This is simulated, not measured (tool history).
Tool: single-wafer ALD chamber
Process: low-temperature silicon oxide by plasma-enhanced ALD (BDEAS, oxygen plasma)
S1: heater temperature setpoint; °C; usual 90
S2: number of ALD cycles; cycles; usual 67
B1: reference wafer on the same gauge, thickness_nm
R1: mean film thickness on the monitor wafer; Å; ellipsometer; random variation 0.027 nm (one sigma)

run	day	S1	S2	B1	R1
1	0	90	64	9.419	91.94
2	4.271	90	64	9.42	91.94
3	8.771	90	64	9.414	91.86
4	11.725	90	67	9.416	96.68
5	15.229	90	67	9.425	95.99
6	17.362	90	67	9.417	96.23
7	20.221	90	67	9.424	97.11
8	21.9	90	67	9.423	96.93
9	25.75	90	67	9.421	97.2
10	28.583	90	67	9.424	96.53
11	32.792	90	67	9.415	96.7
12	35.196	90	67	9.418	97.01
13	37.679	97	73	9.419	103.33
# day 41.483: gauge calibrated
14	42.092	90	67	9.421	97.62
15	44.771	102	60	9.428	83.87
16	46.612	90	67	9.418	97.08
17	48.242	78	63	9.421	94.58
18	50.846	84	55	9.427	81.14
# day 51.233: thermocouple changed; heater temperature recalibrated
19	53.029	79	57	9.416	83.88
20	54.542	105	54	9.418	73.87
21	58.992	80	73	9.415	107.4
22	61.367	90	67	9.417	95.48
23	64.404	84	72	9.419	105.35

3 ways to go on from here, each from the tool as it stands after run 23. What would each give?
A	64.425	81	67	?	?
B	64.425	77	71	?	?
C	64.425	96	67	?	?

run	B1	R1
A	9.417	98.2
B	9.417	105.29
C	9.417	93.83
Without the tool's hidden state the same runs would have given:
run	R1
A	97.56
B	104.62
C	93.19

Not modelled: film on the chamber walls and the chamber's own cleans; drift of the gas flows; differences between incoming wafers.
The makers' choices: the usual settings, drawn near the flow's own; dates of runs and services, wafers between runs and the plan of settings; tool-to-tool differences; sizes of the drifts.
